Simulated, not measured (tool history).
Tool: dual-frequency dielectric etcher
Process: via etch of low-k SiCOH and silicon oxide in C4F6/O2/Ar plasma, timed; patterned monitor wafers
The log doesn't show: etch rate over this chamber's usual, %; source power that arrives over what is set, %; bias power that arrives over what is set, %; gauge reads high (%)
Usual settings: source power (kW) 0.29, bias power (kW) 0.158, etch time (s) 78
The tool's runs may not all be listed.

run     day  source power (kW)  bias power (kW)  etch time (s)  wafers since the last listed run  hours since the last wet clean  hours since the last source power generator calibration  hours since the last bias power generator calibration  hours since the last upper electrode change  hours since the gauge calibration  read-back reference wafer on the same gauge, depth_nm  mean etch depth across the wafer (nm)
  1       0               0.33            0.158             78                                 0                           266.2                                                   2471.1                                                 2298.3                                       2493.4                              285.4                                                  217.9                                  198.9
  2   2.425               0.33            0.158             78                               464                           324.4                                                   2529.3                                                 2356.5                                       2551.6                              343.6                                                  217.7                                  198.7
  3   4.067               0.33            0.158             78                               314                           363.8                                                   2568.7                                                 2395.9                                         2591                                383                                                  218.3                                  197.5
  4   6.883               0.29            0.158           88.5                               539                           431.4                                                   2636.3                                                 2463.5                                       2658.6                              450.6                                                  217.6                                  216.3
  5   8.292               0.29            0.158           88.5                               269                           465.2                                                   2670.1                                                 2497.3                                       2692.4                              484.4                                                    218                                  215.9
  6   9.675               0.29            0.158           88.5                               265                           498.4                                                   2703.3                                                 2530.5                                       2725.6                              517.6                                                  218.2                                  216.1
  7  10.733               0.29            0.158             70                               202                           523.8                                                   2728.7                                                 2555.9                                         2751                                543                                                  217.7                                  171.2
  8  12.575               0.29            0.158             70                               352                             568                                                   2772.9                                                 2600.1                                       2795.2                              587.2                                                  217.8                                  170.1
  9      15               0.29            0.158             70                               464                           626.2                                                   2831.1                                                 2658.3                                       2853.4                              645.4                                                  218.4                                  170.5
     15.838  -- bias power generator calibrated
     17.112  -- gauge calibrated
     17.379  -- wet clean of the chamber
 10    17.4               0.31            0.128           58.5                               236                             0.5                                                   2888.7                                                   37.5                                         2911                                6.9                                                    218                                  139.3
 11  19.408               0.29            0.136             59                               384                            48.7                                                   2936.9                                                   85.7                                       2959.2                               55.1                                                  218.2                                  139.2

Run 12 comes next. What will it give?
     20.871  -- upper electrode replaced
 12  21.108               0.35            0.146             78                               134                            89.5                                                   2977.7                                                  126.5                                          5.7                               95.9                                                      ?                                      ?

read-back reference wafer on the same gauge, depth_nm: 218
mean etch depth across the wafer (nm): 200.3
Without the tool's hidden state the same run would have given mean etch depth across the wafer (nm) 201.6.
